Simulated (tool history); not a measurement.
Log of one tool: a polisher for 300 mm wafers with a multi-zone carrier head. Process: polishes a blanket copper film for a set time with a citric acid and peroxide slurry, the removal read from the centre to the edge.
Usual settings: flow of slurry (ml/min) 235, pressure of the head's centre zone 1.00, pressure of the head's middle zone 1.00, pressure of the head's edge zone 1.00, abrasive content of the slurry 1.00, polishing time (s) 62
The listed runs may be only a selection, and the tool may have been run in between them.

run    hour  flow of slurry (ml/min)  pressure of the head's centre zone  pressure of the head's middle zone  pressure of the head's edge zone  abrasive content of the slurry  polishing time (s)  incoming thickness of the incoming film, nm  film removed at the wafer's centre (nm)  film removed at mid-radius (nm)  film removed at the wafer's edge (nm)
  1     0.0                      235                                1.00                                1.00                              1.00                            1.00                  62                                       1131.8                                    133.0                            131.4                                  129.8
  2    45.9                      235                                1.00                                1.00                              1.00                            1.00                  62                                       1110.3                                    132.0                            130.5                                  127.3
  3   134.2                      235                                1.00                                1.00                              1.00                            1.00                  62                                       1112.2                                    127.8                            126.3                                  123.6
  4   184.1                      235                                1.00                                1.00                              1.00                            1.00                  62                                       1102.6                                    126.0                            125.2                                  123.2
  5   228.9                      235                                1.00                                1.00                              1.00                            1.00                  62                                       1117.0                                    126.4                            125.6                                  121.6
  6   319.9                      235                                1.00                                1.00                              0.94                            1.00                  62                                       1112.4                                    134.9                            134.6                                  124.6
  7   387.9                      235                                1.00                                1.00                              0.94                            1.00                  62                                       1095.6                                    131.7                            127.0                                  122.6
  8   448.1                      235                                1.00                                1.00                              1.00                            1.00                  62                                       1110.1                                    128.4                            128.7                                  121.3
  9   486.1                      235                                1.00                                1.08                              1.00                            1.00                  62                                       1100.8                                    127.9                            136.0                                  122.5
 10   578.5                      305                                1.00                                1.00                              1.00                            1.00                  62                                       1111.9                                    131.5                            128.6                                  124.4
 11   616.3                      235                                1.00                                1.00                              1.00                            1.00                  62                                       1112.8                                    125.8                            123.5                                  121.1
 12   658.9                      205                                1.00                                1.00                              0.94                            1.00                  51                                       1105.6                                    103.4                            101.8                                   97.2
 13   702.1                      170                                1.09                                1.00                              1.00                            1.00                  62                                       1098.8                                    144.0                            127.0                                  131.3
 14   795.2                      235                                1.00                                1.00                              1.00                            1.00                  62                                       1121.7                                    132.5                            129.2                                  128.0
 15   895.9                      235                                1.00                                1.00                              1.00                            1.00                  68                                       1106.7                                    141.6                            141.1                                  135.1
 16   974.4                      235                                1.00                                1.07                              1.00                            1.00                  62                                       1096.7                                    126.5                            131.0                                  121.7
 17  1059.5                      200                                0.89                                0.95                              1.00                            1.00                  77                                       1103.5                                    151.0                            158.6                                  159.0
 18  1106.8                      235                                1.00                                1.00                              1.00                            1.00                  44                                       1102.6                                     95.2                             94.3                                   93.8
 19  1212.2                      165                                1.00                                1.07                              1.00                            0.80                  62                                       1113.6                                    119.4                            123.5                                  117.6
 20  1297.5                      195                                0.89                                1.00                              1.00                            1.00                  83                                       1113.1                                    149.0                            170.6                                  164.6

Removed from this log: 11 entries logged between the listed runs. Between which two listed runs does each belong, and how does the tool's hidden state at the listed run before it compare with that at the listed run after it?
In the gap between runs 2 and 3: carrier head's membrane replaced by a new one (hour 116.6); centre zone pressure recalibrated (hour 119.2)
  removal rate lost through wear of the pad, %: 6.15 -> 8.16
  measured value less the no-hidden-state value, film removed at the wafer's centre (nm): -8.7 -> -11.4; film removed at mid-radius (nm): -8.5 -> -11.2; film removed at the wafer's edge (nm): -8.4 -> -11.0
In the gap between runs 5 and 6: worn pad replaced by a new one (hour 274.3); slurry nozzle cleaned (hour 312.6)
  removal rate lost through wear of the pad, %: 9.22 -> 3.24
  measured value less the no-hidden-state value, film removed at the wafer's centre (nm): -12.9 -> -4.5; film removed at mid-radius (nm): -12.8 -> -4.5; film removed at the wafer's edge (nm): -12.4 -> -4.2
In the gap between runs 9 and 10: centre zone pressure recalibrated (hour 543.7)
  removal rate lost through wear of the pad, %: 7.95 -> 8.87
  measured value less the no-hidden-state value, film removed at the wafer's centre (nm): -11.1 -> -12.8; film removed at mid-radius (nm): -11.8 -> -12.6; film removed at the wafer's edge (nm): -10.6 -> -12.1
In the gap between runs 12 and 13: edge zone pressure recalibrated (hour 675.6); worn pad replaced by a new one (hour 701.6)
  removal rate lost through wear of the pad, %: 9.28 -> 0.623
  measured value less the no-hidden-state value, film removed at the wafer's centre (nm): -10.6 -> -0.9; film removed at mid-radius (nm): -10.4 -> -0.8; film removed at the wafer's edge (nm): -9.9 -> -0.9
In the gap between runs 13 and 14: slurry nozzle cleaned (hour 766.9)
  removal rate lost through wear of the pad, %: 0.623 -> 5.38
  measured value less the no-hidden-state value, film removed at the wafer's centre (nm): -0.9 -> -7.6; film removed at mid-radius (nm): -0.8 -> -7.4; film removed at the wafer's edge (nm): -0.9 -> -7.3
In the gap between runs 14 and 15: centre zone pressure recalibrated (hour 890.0)
  removal rate lost through wear of the pad, %: 5.38 -> 7.81
  measured value less the no-hidden-state value, film removed at the wafer's centre (nm): -7.6 -> -12.0; film removed at mid-radius (nm): -7.4 -> -12.0; film removed at the wafer's edge (nm): -7.3 -> -11.5
In the gap between runs 16 and 17: worn pad replaced by a new one (hour 1054.4)
  removal rate lost through wear of the pad, %: 8.75 -> 0.418
  measured value less the no-hidden-state value, film removed at the wafer's centre (nm): -12.1 -> -0.6; film removed at mid-radius (nm): -12.6 -> -0.7; film removed at the wafer's edge (nm): -11.6 -> -0.7
In the gap between runs 18 and 19: slurry nozzle cleaned (hour 1178.3)
  removal rate lost through wear of the pad, %: 3.16 -> 6.6
  measured value less the no-hidden-state value, film removed at the wafer's centre (nm): -3.1 -> -8.4; film removed at mid-radius (nm): -3.1 -> -8.8; film removed at the wafer's edge (nm): -3.0 -> -8.3

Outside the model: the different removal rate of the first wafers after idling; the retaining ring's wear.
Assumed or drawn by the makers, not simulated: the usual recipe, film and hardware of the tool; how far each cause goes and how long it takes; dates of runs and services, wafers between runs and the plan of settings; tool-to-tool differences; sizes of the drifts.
